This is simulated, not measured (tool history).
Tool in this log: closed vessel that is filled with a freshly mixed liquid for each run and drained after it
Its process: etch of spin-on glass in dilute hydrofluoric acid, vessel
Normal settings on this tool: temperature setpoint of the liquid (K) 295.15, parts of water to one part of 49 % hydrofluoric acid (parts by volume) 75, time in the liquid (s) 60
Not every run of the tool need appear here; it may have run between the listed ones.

run     day  temperature setpoint of the liquid (K)  parts of water to one part of 49 % hydrofluoric acid (parts by volume)  time in the liquid (s)  wafers since the last listed run  hours since the thermometer was replaced  hours since the hydrofluoric acid flow meter was replaced  hours since the gauge calibration  read-back film thickness of the spin-on glass reference wafer, read on the same gauge (nm)  thickness taken off the spin-on glass on a monitor wafer (Å)
  1   0.000                                  295.15                                                                      75                      60                                 0                                     842.7                                                      880.0                              435.4                                                                                      121.58                                                         238.1
  2   1.167                                  295.15                                                                      75                      60                              2207                                     870.7                                                      908.0                              463.4                                                                                      121.76                                                         235.4
  3   4.162                                  295.15                                                                      75                      60                              5668                                     942.6                                                      979.9                              535.3                                                                                      122.25                                                         238.9
  4   5.588                                  295.15                                                                      75                      60                              2696                                     976.8                                                     1014.1                              569.5                                                                                      122.47                                                         238.2
  5   8.550                                  299.15                                                                      75                      60                              5605                                    1047.9                                                     1085.2                              640.6                                                                                      123.02                                                         279.9
  6  10.238                                  299.15                                                                      75                      60                              3192                                    1088.4                                                     1125.7                              681.1                                                                                      123.35                                                         281.4
  7  11.596                                  299.15                                                                      75                      60                              2570                                    1121.0                                                     1158.3                              713.7                                                                                      123.62                                                         283.0
     13.196  -- gauge calibrated
  8  13.350                                  295.15                                                                      75                      60                              3319                                    1163.1                                                     1200.4                                3.7                                                                                      120.67                                                         233.4
  9  15.733                                  295.15                                                                      75                      60                              4509                                    1220.3                                                     1257.6                               60.9                                                                                      120.65                                                         234.4
     18.596  -- hydrofluoric acid flow meter replaced
 10  18.617                                  295.15                                                                      75                      60                              5376                                    1289.5                                                        0.5                              130.1                                                                                      120.74                                                         235.2
 11  21.217                                  295.15                                                                      40                      30                              4919                                    1351.9                                                       62.9                              192.5                                                                                      120.87                                                         229.6
 12  23.267                                  295.15                                                                      45                      30                              3878                                    1401.1                                                      112.1                              241.7                                                                                      121.03                                                         203.6
 13  24.475                                  290.15                                                                      95                      60                              2286                                    1430.1                                                      141.1                              270.7                                                                                      121.09                                                         146.4
 14  26.854                                  295.15                                                                      75                      60                              4501                                    1487.2                                                      198.2                              327.8                                                                                      121.33                                                         236.0
 15  28.858                                  295.15                                                                      75                      60                              3792                                    1535.3                                                      246.3                              375.9                                                                                      121.55                                                         236.3
     30.508  -- thermometer replaced
 16  31.533                                  293.15                                                                      75                      60                              4982                                      24.6                                                      310.5                              440.1                                                                                      121.85                                                         218.1
 17  33.100                                  292.65                                                                      75                      60                              2964                                      62.2                                                      348.1                              477.7                                                                                      122.10                                                         212.9
 18  35.925                                  291.65                                                                      45                      75                              5345                                     130.0                                                      415.9                              545.5                                                                                      122.55                                                         442.1
 19  39.525                                  300.15                                                                      65                      60                              6811                                     216.4                                                      502.3                              631.9                                                                                      123.20                                                         343.1

Forecast each of these 3 alternatives for the next run:
  A  39.554                                  295.15                                                                      75                      60                                55                                     217.1                                                      503.0                              632.6                                                                                           ?                                                             ?
  B  39.554                                  295.15                                                                      50                      70                                55                                     217.1                                                      503.0                              632.6                                                                                           ?                                                             ?
  C  39.554                                  290.15                                                                     105                      90                                55                                     217.1                                                      503.0                              632.6                                                                                           ?                                                             ?

run  read-back film thickness of the spin-on glass reference wafer, read on the same gauge (nm)  thickness taken off the spin-on glass on a monitor wafer (Å)
  A                                                                                      123.17                                                         238.3
  B                                                                                      123.17                                                         430.1
  C                                                                                      123.17                                                         200.6
Had the tool no hidden state, the same runs would have come out as:
run  thickness taken off the spin-on glass on a monitor wafer (Å)
  A                                                         232.1
  B                                                         419.0
  C                                                         195.4

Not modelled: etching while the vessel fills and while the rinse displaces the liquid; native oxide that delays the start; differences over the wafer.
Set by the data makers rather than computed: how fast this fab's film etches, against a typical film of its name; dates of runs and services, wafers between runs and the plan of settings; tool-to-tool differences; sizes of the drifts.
